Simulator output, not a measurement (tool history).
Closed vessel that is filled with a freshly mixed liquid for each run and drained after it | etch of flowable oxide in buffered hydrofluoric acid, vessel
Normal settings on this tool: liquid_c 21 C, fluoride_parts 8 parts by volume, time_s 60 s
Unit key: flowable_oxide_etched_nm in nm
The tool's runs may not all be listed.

| run | day | liquid_c | fluoride_parts | time_s | read-back film thickness of the flowable oxide reference wafer, read on the same gauge (nm) | flowable_oxide_etched_nm |
|---|---|---|---|---|---|---|
| 1 | 0 | 21 | 8 | 60 | 80.78 | 359.57 |
| 2 | 2.292 | 21 | 8 | 60 | 80.85 | 355.1 |
| 3 | 4.683 | 21 | 8 | 60 | 80.99 | 359.35 |
| 4 | 7.625 | 21 | 8 | 45 | 81.15 | 267.67 |
| 5 | 10.108 | 21 | 8 | 60 | 81.34 | 362.84 |
| 6 | 16.271 | 21 | 8 | 60 | 81.78 | 363.19 |
| 7 | 24.658 | 21 | 8 | 60 | 82.53 | 367.8 |
|  | 25.433 | hydrofluoric acid flow meter replaced |
| 8 | 27.504 | 21 | 8 | 60 | 82.81 | 371.24 |
| 9 | 30.171 | 21 | 8 | 60 | 83.09 | 365.33 |
|  | 31.138 | gauge calibrated |
| 10 | 32.638 | 21 | 8 | 60 | 80.22 | 360.02 |
| 11 | 33.804 | 21 | 8 | 60 | 80.23 | 355.22 |
| 12 | 36.433 | 17 | 8 | 60 | 80.29 | 287.86 |
| 13 | 38.762 | 21 | 8 | 60 | 80.3 | 356.68 |
| 14 | 41.425 | 21 | 8 | 75 | 80.33 | 448.96 |
| 15 | 43.138 | 21 | 6.5 | 70 | 80.35 | 517.81 |
| 16 | 45.575 | 18.5 | 10 | 45 | 80.45 | 192.39 |
| 17 | 47.021 | 17.5 | 9.5 | 35 | 80.49 | 145.45 |
| 18 | 48.938 | 17 | 5.5 | 60 | 80.54 | 404.92 |
| 19 | 50.338 | 22.5 | 5.5 | 50 | 80.58 | 460.47 |
| 20 | 51.95 | 21 | 5.5 | 45 | 80.65 | 383.77 |
| 21 | 54.329 | 21 | 9 | 40 | 80.75 | 210.38 |
| 22 | 56.408 | 17.5 | 6 | 85 | 80.86 | 549.88 |
|  | 58.25 | thermometer replaced |
| 23 | 59.383 | 21 | 8 | 60 | 81.03 | 361.89 |
| 24 | 67.183 | 21 | 8 | 60 | 81.52 | 363.44 |
| 25 | 69.579 | 21 | 8 | 60 | 81.7 | 363.24 |
| 26 | 71.612 | 17 | 5.5 | 60 | 81.86 | 417.2 |
| 27 | 73.788 | 25 | 10.5 | 60 | 82.04 | 357.92 |
| 28 | 74.962 | 19 | 9.5 | 60 | 82.16 | 278.67 |
| 29 | 76.858 | 17 | 10 | 40 | 82.31 | 160.88 |
| 30 | 84.796 | 24 | 10 | 50 | 83.14 | 300.75 |
| 31 | 86.55 | 21 | 5.5 | 60 | 83.32 | 531.45 |
| 32 | 88.775 | 26 | 10 | 30 | 83.57 | 202.09 |

5 options for the next run, each taken on its own from the tool as it stands now. Forecast them:
| A | 88.804 | 21 | 10 | 60 | ? | ? |
| B | 88.804 | 25 | 8 | 40 | ? | ? |
| C | 88.804 | 21 | 8 | 35 | ? | ? |
| D | 88.804 | 21 | 7 | 95 | ? | ? |
| E | 88.804 | 19 | 5 | 90 | ? | ? |

| run | read-back film thickness of the flowable oxide reference wafer, read on the same gauge (nm) | flowable_oxide_etched_nm |
|---|---|---|
| A | 83.57 | 307.32 |
| B | 83.57 | 309.8 |
| C | 83.57 | 217.69 |
| D | 83.57 | 682.6 |
| E | 83.57 | 771.43 |
Without the tool's unlogged condition, the same runs would have read:
| run | flowable_oxide_etched_nm |
|---|---|
| A | 294.2 |
| B | 296.57 |
| C | 208.39 |
| D | 653.45 |
| E | 738.49 |
